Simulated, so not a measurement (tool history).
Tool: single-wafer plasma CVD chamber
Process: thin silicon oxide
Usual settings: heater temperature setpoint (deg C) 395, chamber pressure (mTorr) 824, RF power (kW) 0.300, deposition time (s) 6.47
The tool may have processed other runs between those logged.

| run | hour | heater temperature setpoint (deg C) | chamber pressure (mTorr) | RF power (kW) | deposition time (s) | wafers since the last listed run | hours since the last thermocouple change | hours since the last RF generator calibration | hours since the last manometer calibration | hours since the showerhead was replaced | hours since the gauge calibration | read-back reference wafer on the same gauge, thickness_nm | mean film thickness on the monitor wafer (angstrom) |
|---|---|---|---|---|---|---|---|---|---|---|---|---|---|
| 1 | 0.0 | 395 | 824 | 0.300 | 6.47 | 0 | 1582.4 | 794.8 | 867.8 | 5570.7 | 304.6 | 11.702 | 120.83 |
| 2 | 7.3 | 395 | 824 | 0.300 | 6.47 | 258 | 1589.7 | 802.1 | 875.1 | 5578.0 | 311.9 | 11.707 | 120.44 |
| 3 | 20.2 | 395 | 824 | 0.300 | 6.47 | 456 | 1602.6 | 815.0 | 888.0 | 5590.9 | 324.8 | 11.687 | 120.46 |
|  | 31.0 | capacitance manometer re-zeroed and calibrated |
| 4 | 31.5 | 395 | 824 | 0.300 | 6.47 | 116 | 1613.9 | 826.3 | 0.5 | 5602.2 | 336.1 | 11.687 | 120.05 |
| 5 | 33.3 | 395 | 824 | 0.300 | 6.47 | 63 | 1615.7 | 828.1 | 2.3 | 5604.0 | 337.9 | 11.686 | 121.30 |
| 6 | 50.9 | 395 | 824 | 0.300 | 6.47 | 622 | 1633.3 | 845.7 | 19.9 | 5621.6 | 355.5 | 11.694 | 120.59 |
| 7 | 68.2 | 395 | 824 | 0.300 | 6.47 | 612 | 1650.6 | 863.0 | 37.2 | 5638.9 | 372.8 | 11.708 | 119.46 |
| 8 | 78.5 | 395 | 824 | 0.300 | 6.47 | 364 | 1660.9 | 873.3 | 47.5 | 5649.2 | 383.1 | 11.702 | 119.65 |
|  | 82.4 | gauge calibrated |
|  | 117.7 | thermocouple changed; heater temperature recalibrated |
| 9 | 125.6 | 395 | 824 | 0.300 | 6.47 | 1383 | 7.9 | 920.4 | 94.6 | 5696.3 | 43.2 | 11.714 | 120.23 |
|  | 134.1 | RF generator calibrated |
| 10 | 134.6 | 395 | 824 | 0.300 | 6.47 | 35 | 16.9 | 0.5 | 103.6 | 5705.3 | 52.2 | 11.700 | 126.74 |
|  | 154.9 | showerhead replaced |
| 11 | 155.4 | 395 | 824 | 0.300 | 6.47 | 452 | 37.7 | 21.3 | 124.4 | 0.5 | 73.0 | 11.705 | 126.08 |
| 12 | 155.7 | 403 | 933 | 0.325 | 6.47 | 10 | 38.0 | 21.6 | 124.7 | 0.8 | 73.3 | 11.690 | 147.09 |
| 13 | 165.0 | 385 | 824 | 0.300 | 6.47 | 329 | 47.3 | 30.9 | 134.0 | 10.1 | 82.6 | 11.685 | 127.11 |
| 14 | 172.4 | 395 | 665 | 0.300 | 6.04 | 261 | 54.7 | 38.3 | 141.4 | 17.5 | 90.0 | 11.720 | 93.39 |
| 15 | 193.9 | 406 | 683 | 0.300 | 6.47 | 760 | 76.2 | 59.8 | 162.9 | 39.0 | 111.5 | 11.709 | 102.05 |
| 16 | 209.4 | 395 | 824 | 0.325 | 6.05 | 548 | 91.7 | 75.3 | 178.4 | 54.5 | 127.0 | 11.699 | 123.68 |
| 17 | 215.9 | 409 | 824 | 0.300 | 6.47 | 230 | 98.2 | 81.8 | 184.9 | 61.0 | 133.5 | 11.700 | 125.79 |
| 18 | 224.2 | 395 | 824 | 0.300 | 6.47 | 293 | 106.5 | 90.1 | 193.2 | 69.3 | 141.8 | 11.712 | 125.97 |
| 19 | 232.5 | 395 | 824 | 0.300 | 6.47 | 293 | 114.8 | 98.4 | 201.5 | 77.6 | 150.1 | 11.704 | 125.87 |
| 20 | 243.7 | 385 | 922 | 0.300 | 5.78 | 396 | 126.0 | 109.6 | 212.7 | 88.8 | 161.3 | 11.684 | 125.01 |
| 21 | 252.8 | 395 | 824 | 0.300 | 6.47 | 322 | 135.1 | 118.7 | 221.8 | 97.9 | 170.4 | 11.718 | 125.88 |
| 22 | 268.3 | 395 | 915 | 0.300 | 7.38 | 548 | 150.6 | 134.2 | 237.3 | 113.4 | 185.9 | 11.696 | 158.85 |
| 23 | 279.2 | 395 | 824 | 0.300 | 6.47 | 385 | 161.5 | 145.1 | 248.2 | 124.3 | 196.8 | 11.701 | 124.80 |
| 24 | 299.0 | 381 | 824 | 0.300 | 6.47 | 700 | 181.3 | 164.9 | 268.0 | 144.1 | 216.6 | 11.692 | 126.67 |
| 25 | 316.5 | 395 | 824 | 0.300 | 6.47 | 619 | 198.8 | 182.4 | 285.5 | 161.6 | 234.1 | 11.724 | 124.45 |
| 26 | 325.1 | 406 | 824 | 0.300 | 5.70 | 304 | 207.4 | 191.0 | 294.1 | 170.2 | 242.7 | 11.713 | 109.71 |
| 27 | 334.8 | 395 | 824 | 0.245 | 6.47 | 343 | 217.1 | 200.7 | 303.8 | 179.9 | 252.4 | 11.715 | 109.40 |
| 28 | 343.3 | 395 | 824 | 0.300 | 5.76 | 300 | 225.6 | 209.2 | 312.3 | 188.4 | 260.9 | 11.714 | 111.27 |

Forecast each of these 5 alternatives for the next run:
| A | 343.7 | 395 | 824 | 0.270 | 6.47 | 14 | 226.0 | 209.6 | 312.7 | 188.8 | 261.3 | ? | ? |
| B | 343.7 | 400 | 824 | 0.300 | 6.47 | 14 | 226.0 | 209.6 | 312.7 | 188.8 | 261.3 | ? | ? |
| C | 343.7 | 409 | 674 | 0.335 | 5.37 | 14 | 226.0 | 209.6 | 312.7 | 188.8 | 261.3 | ? | ? |
| D | 343.7 | 390 | 929 | 0.330 | 6.47 | 14 | 226.0 | 209.6 | 312.7 | 188.8 | 261.3 | ? | ? |
| E | 343.7 | 407 | 824 | 0.300 | 6.47 | 14 | 226.0 | 209.6 | 312.7 | 188.8 | 261.3 | ? | ? |

| run | read-back reference wafer on the same gauge, thickness_nm | mean film thickness on the monitor wafer (angstrom) |
|---|---|---|
| A | 11.686 | 117.20 |
| B | 11.686 | 124.86 |
| C | 11.686 | 88.10 |
| D | 11.686 | 147.69 |
| E | 11.686 | 124.34 |
Take away the tool's hidden state, keep each run's random variation, and the runs would have read:
| run | mean film thickness on the monitor wafer (angstrom) |
|---|---|
| A | 119.25 |
| B | 126.90 |
| C | 89.46 |
| D | 149.97 |
| E | 126.38 |
